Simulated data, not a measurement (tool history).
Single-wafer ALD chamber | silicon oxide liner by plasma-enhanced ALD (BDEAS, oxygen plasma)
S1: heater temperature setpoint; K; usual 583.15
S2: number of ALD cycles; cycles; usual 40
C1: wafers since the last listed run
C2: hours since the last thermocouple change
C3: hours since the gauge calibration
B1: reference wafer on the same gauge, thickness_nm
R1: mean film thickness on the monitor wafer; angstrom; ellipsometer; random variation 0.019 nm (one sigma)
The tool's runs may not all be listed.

| run | hour | S1 | S2 | C1 | C2 | C3 | B1 | R1 |
|---|---|---|---|---|---|---|---|---|
| 1 | 0.0 | 583.15 | 40 | 0 | 1875.3 | 1150.3 | 3.397 | 38.05 |
| 2 | 77.5 | 583.15 | 40 | 489 | 1952.8 | 1227.8 | 3.404 | 38.05 |
| 3 | 147.9 | 583.15 | 40 | 445 | 2023.2 | 1298.2 | 3.405 | 37.95 |
| 4 | 397.5 | 583.15 | 40 | 1577 | 2272.8 | 1547.8 | 3.401 | 38.19 |
| 5 | 434.3 | 583.15 | 44 | 232 | 2309.6 | 1584.6 | 3.394 | 41.99 |
| 6 | 512.4 | 583.15 | 44 | 493 | 2387.7 | 1662.7 | 3.401 | 42.00 |
| 7 | 582.5 | 583.15 | 40 | 443 | 2457.8 | 1732.8 | 3.403 | 38.24 |
|  | 617.9 | gauge calibrated |
| 8 | 643.9 | 583.15 | 40 | 388 | 2519.2 | 26.0 | 3.395 | 38.41 |
|  | 680.8 | thermocouple changed; heater temperature recalibrated |
| 9 | 727.2 | 575.15 | 40 | 475 | 46.4 | 109.3 | 3.395 | 38.73 |
| 10 | 818.6 | 583.15 | 40 | 577 | 137.8 | 200.7 | 3.400 | 37.98 |
| 11 | 1137.9 | 589.15 | 47 | 2018 | 457.1 | 520.0 | 3.402 | 44.09 |
| 12 | 1271.6 | 583.15 | 40 | 845 | 590.8 | 653.7 | 3.394 | 38.21 |
| 13 | 1311.8 | 583.15 | 47 | 254 | 631.0 | 693.9 | 3.398 | 45.05 |
| 14 | 1372.9 | 598.15 | 37 | 386 | 692.1 | 755.0 | 3.399 | 34.01 |
| 15 | 1449.7 | 589.15 | 33 | 485 | 768.9 | 831.8 | 3.400 | 31.31 |
| 16 | 1528.1 | 588.15 | 45 | 495 | 847.3 | 910.2 | 3.396 | 42.68 |
| 17 | 1593.7 | 597.15 | 40 | 414 | 912.9 | 975.8 | 3.406 | 37.46 |

3 ways to go on from here, each from the tool as it stands after run 17. What would each give?
| A | 1594.2 | 596.15 | 40 | 3 | 913.4 | 976.3 | ? | ? |
| B | 1594.2 | 583.15 | 35 | 3 | 913.4 | 976.3 | ? | ? |
| C | 1594.2 | 583.15 | 48 | 3 | 913.4 | 976.3 | ? | ? |

| run | B1 | R1 |
|---|---|---|
| A | 3.399 | 37.20 |
| B | 3.399 | 33.25 |
| C | 3.399 | 45.60 |
Without the tool's hidden state the same runs would have given:
| run | R1 |
|---|---|
| A | 37.20 |
| B | 33.25 |
| C | 45.60 |
